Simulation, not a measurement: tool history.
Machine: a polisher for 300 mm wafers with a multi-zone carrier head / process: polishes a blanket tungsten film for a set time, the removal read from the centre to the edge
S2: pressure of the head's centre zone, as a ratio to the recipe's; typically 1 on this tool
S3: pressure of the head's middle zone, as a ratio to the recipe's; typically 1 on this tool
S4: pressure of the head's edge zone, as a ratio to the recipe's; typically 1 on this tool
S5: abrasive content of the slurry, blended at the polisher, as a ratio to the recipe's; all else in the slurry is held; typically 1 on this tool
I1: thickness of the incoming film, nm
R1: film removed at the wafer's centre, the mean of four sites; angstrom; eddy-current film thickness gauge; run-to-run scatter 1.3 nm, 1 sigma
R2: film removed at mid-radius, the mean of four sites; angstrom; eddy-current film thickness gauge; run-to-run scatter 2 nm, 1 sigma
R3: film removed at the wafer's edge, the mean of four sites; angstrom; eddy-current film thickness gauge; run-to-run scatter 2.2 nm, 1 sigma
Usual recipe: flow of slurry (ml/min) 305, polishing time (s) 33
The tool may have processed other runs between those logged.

{"run": 1, "hour": 0.0, "flow of slurry (ml/min)": 305, "S2": 1, "S3": 1.05, "S4": 0.97, "S5": 1, "polishing time (s)": 33, "I1": 1005.8, "R1": 1425, "R2": 1645, "R3": 1513}
{"run": 2, "hour": 25.7, "flow of slurry (ml/min)": 305, "S2": 1, "S3": 1.05, "S4": 0.97, "S5": 1, "polishing time (s)": 33, "I1": 1023.9, "R1": 1414, "R2": 1655, "R3": 1564}
{"hour": 30.8, "done": "worn pad replaced by a new one"}
{"run": 3, "hour": 61.4, "flow of slurry (ml/min)": 305, "S2": 1, "S3": 1, "S4": 1, "S5": 1, "polishing time (s)": 33, "I1": 1012.7, "R1": 1423, "R2": 1578, "R3": 1571}
{"hour": 67.4, "done": "edge zone pressure recalibrated"}
{"hour": 74.2, "done": "centre zone pressure recalibrated"}
{"run": 4, "hour": 87.9, "flow of slurry (ml/min)": 305, "S2": 1, "S3": 1, "S4": 1, "S5": 1, "polishing time (s)": 33, "I1": 991.6, "R1": 1505, "R2": 1614, "R3": 1567}
{"run": 5, "hour": 118.8, "flow of slurry (ml/min)": 305, "S2": 1, "S3": 1, "S4": 1, "S5": 1, "polishing time (s)": 33, "I1": 1026, "R1": 1487, "R2": 1576, "R3": 1553}
{"run": 6, "hour": 137.0, "flow of slurry (ml/min)": 305, "S2": 1, "S3": 1, "S4": 1, "S5": 1, "polishing time (s)": 33, "I1": 1021.6, "R1": 1492, "R2": 1557, "R3": 1508}
{"run": 7, "hour": 158.1, "flow of slurry (ml/min)": 395, "S2": 1, "S3": 1, "S4": 1, "S5": 0.75, "polishing time (s)": 21, "I1": 999.1, "R1": 874, "R2": 911, "R3": 891}
{"run": 8, "hour": 188.3, "flow of slurry (ml/min)": 335, "S2": 0.93, "S3": 1, "S4": 1, "S5": 1, "polishing time (s)": 33, "I1": 997.3, "R1": 1384, "R2": 1596, "R3": 1594}
{"hour": 197.6, "done": "worn pad replaced by a new one"}
{"run": 9, "hour": 219.2, "flow of slurry (ml/min)": 305, "S2": 1, "S3": 1, "S4": 0.89, "S5": 1, "polishing time (s)": 33, "I1": 999.4, "R1": 1467, "R2": 1595, "R3": 1518}
{"run": 10, "hour": 248.0, "flow of slurry (ml/min)": 305, "S2": 1, "S3": 1, "S4": 1, "S5": 1, "polishing time (s)": 43, "I1": 1017.6, "R1": 1881, "R2": 2045, "R3": 2031}
{"hour": 259.2, "done": "carrier head's membrane replaced by a new one"}
{"run": 11, "hour": 276.3, "flow of slurry (ml/min)": 255, "S2": 0.88, "S3": 1, "S4": 0.96, "S5": 1.25, "polishing time (s)": 33, "I1": 1024.6, "R1": 1363, "R2": 1676, "R3": 1593}
{"run": 12, "hour": 288.3, "flow of slurry (ml/min)": 205, "S2": 1, "S3": 1, "S4": 1.04, "S5": 1, "polishing time (s)": 33, "I1": 1007.9, "R1": 1399, "R2": 1509, "R3": 1546}
{"run": 13, "hour": 303.4, "flow of slurry (ml/min)": 305, "S2": 1, "S3": 1.07, "S4": 1.1, "S5": 1, "polishing time (s)": 33, "I1": 1001.2, "R1": 1457, "R2": 1653, "R3": 1593}
{"hour": 320.1, "done": "slurry nozzle cleaned"}
{"run": 14, "hour": 328.3, "flow of slurry (ml/min)": 305, "S2": 1, "S3": 1, "S4": 1, "S5": 1, "polishing time (s)": 33, "I1": 997.2, "R1": 1442, "R2": 1574, "R3": 1580}
{"hour": 349.8, "done": "worn pad replaced by a new one"}
{"run": 15, "hour": 352.1, "flow of slurry (ml/min)": 305, "S2": 1, "S3": 1, "S4": 1, "S5": 1, "polishing time (s)": 33, "I1": 1008.6, "R1": 1410, "R2": 1581, "R3": 1549}
{"run": 16, "hour": 378.2, "flow of slurry (ml/min)": 305, "S2": 1, "S3": 1, "S4": 1, "S5": 1, "polishing time (s)": 33, "I1": 1000.6, "R1": 1433, "R2": 1577, "R3": 1555}
{"run": 17, "hour": 397.7, "flow of slurry (ml/min)": 215, "S2": 1, "S3": 1, "S4": 1, "S5": 1, "polishing time (s)": 33, "I1": 1004.7, "R1": 1362, "R2": 1523, "R3": 1553}
{"run": 18, "hour": 413.0, "flow of slurry (ml/min)": 305, "S2": 0.96, "S3": 1, "S4": 1, "S5": 1, "polishing time (s)": 28, "I1": 1014.8, "R1": 1152, "R2": 1327, "R3": 1335}
{"run": 19, "hour": 429.6, "flow of slurry (ml/min)": 305, "S2": 1, "S3": 1.07, "S4": 1.1, "S5": 1, "polishing time (s)": 33, "I1": 1001.9, "R1": 1423, "R2": 1702, "R3": 1647}
{"run": 20, "hour": 456.5, "flow of slurry (ml/min)": 370, "S2": 0.89, "S3": 1, "S4": 1, "S5": 1, "polishing time (s)": 33, "I1": 994.4, "R1": 1271, "R2": 1596, "R3": 1571}
{"hour": 501.7, "done": "worn pad replaced by a new one"}
{"run": 21, "hour": 564.1, "flow of slurry (ml/min)": 305, "S2": 1, "S3": 1.03, "S4": 1.1, "S5": 1, "polishing time (s)": 33, "I1": 1010.9, "R1": 1406, "R2": 1636, "R3": 1584}

List, for all runs, the conditions of the tool that the log does not record:
removal rate lost through wear of the pad, %: 0 in every run
slurry flow missing at the pad, %: 0 in every run
deviation of the edge zone's pressure from its setpoint, %: 0 in every run
H1: deviation of the centre zone's pressure from its setpoint, %
run=1 H1=-8.27
run=2 H1=-8.33
run=3 H1=-8.4
run=4 H1=-2.28
run=5 H1=-3.01
run=6 H1=-3.43
run=7 H1=-3.88
run=8 H1=-4.5
run=9 H1=-5.08
run=10 H1=-5.6
run=11 H1=-6.07
run=12 H1=-6.26
run=13 H1=-6.49
run=14 H1=-6.86
run=15 H1=-7.19
run=16 H1=-7.53
run=17 H1=-7.78
run=18 H1=-7.96
run=19 H1=-8.16
run=20 H1=-8.45
run=21 H1=-9.48
